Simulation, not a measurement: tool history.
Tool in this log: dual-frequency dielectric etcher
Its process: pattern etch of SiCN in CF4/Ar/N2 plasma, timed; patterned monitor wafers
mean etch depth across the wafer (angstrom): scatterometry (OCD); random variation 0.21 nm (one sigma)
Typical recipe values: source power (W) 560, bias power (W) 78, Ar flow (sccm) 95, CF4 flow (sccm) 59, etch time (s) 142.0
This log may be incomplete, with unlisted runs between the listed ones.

run,hour,source power (W),bias power (W),Ar flow (sccm),CF4 flow (sccm),etch time (s),"read-back reference wafer on the same gauge, depth_nm",mean etch depth across the wafer (angstrom)
1,0.0,560,78,109,59,116.0,147.1,1157
2,14.7,560,78,109,59,116.0,147.0,1156
3,21.5,560,78,109,59,116.0,146.9,1157
4,38.2,560,78,95,59,142.0,147.0,1452
# hour 51.7: CF4 flow controller replaced
# hour 60.6: bias power generator calibrated
# hour 68.9: source power generator calibrated
# hour 74.5: gauge calibrated
# hour 74.9: upper electrode replaced
# hour 78.1: Ar flow controller replaced
# hour 81.0: wet clean of the chamber
5,81.5,560,78,95,59,142.0,147.1,1388
6,81.9,560,78,95,59,142.0,147.0,1391
7,82.2,560,78,95,59,151.5,147.0,1486
8,83.5,560,78,95,59,151.5,147.0,1485
9,96.4,560,78,95,59,151.5,146.9,1489
10,108.2,560,78,95,59,142.0,147.1,1393
11,118.6,560,78,106,72,155.0,147.0,1531
12,130.9,430,78,95,59,100.5,147.0,740
13,148.3,640,78,95,59,142.0,147.0,1601
14,166.2,560,78,95,59,142.0,146.9,1395
15,180.3,560,78,95,59,142.0,147.0,1398
16,191.9,640,78,95,59,142.0,147.0,1611
17,205.9,480,78,95,50,120.5,147.0,989
18,213.1,560,78,95,59,127.0,147.1,1256
19,219.3,470,87,115,49,142.0,146.9,1156
20,230.7,450,78,95,69,142.0,147.0,1129
21,238.5,560,58,95,59,142.0,147.0,1240
22,247.3,560,78,95,49,142.0,146.9,1375

3 ways to go on from here, each from the tool as it stands after run 22. What would each give?
A,247.8,560,78,95,59,142.0,?,?
B,247.8,700,95,95,59,131.0,?,?
C,247.8,560,60,95,59,142.0,?,?

run,"read-back reference wafer on the same gauge, depth_nm",mean etch depth across the wafer (angstrom)
A,147.1,1405
B,147.1,1775
C,147.1,1257
Stripped of hidden state, with their random variation kept, the same runs would have yielded:
run,mean etch depth across the wafer (angstrom)
A,1394
B,1761
C,1246

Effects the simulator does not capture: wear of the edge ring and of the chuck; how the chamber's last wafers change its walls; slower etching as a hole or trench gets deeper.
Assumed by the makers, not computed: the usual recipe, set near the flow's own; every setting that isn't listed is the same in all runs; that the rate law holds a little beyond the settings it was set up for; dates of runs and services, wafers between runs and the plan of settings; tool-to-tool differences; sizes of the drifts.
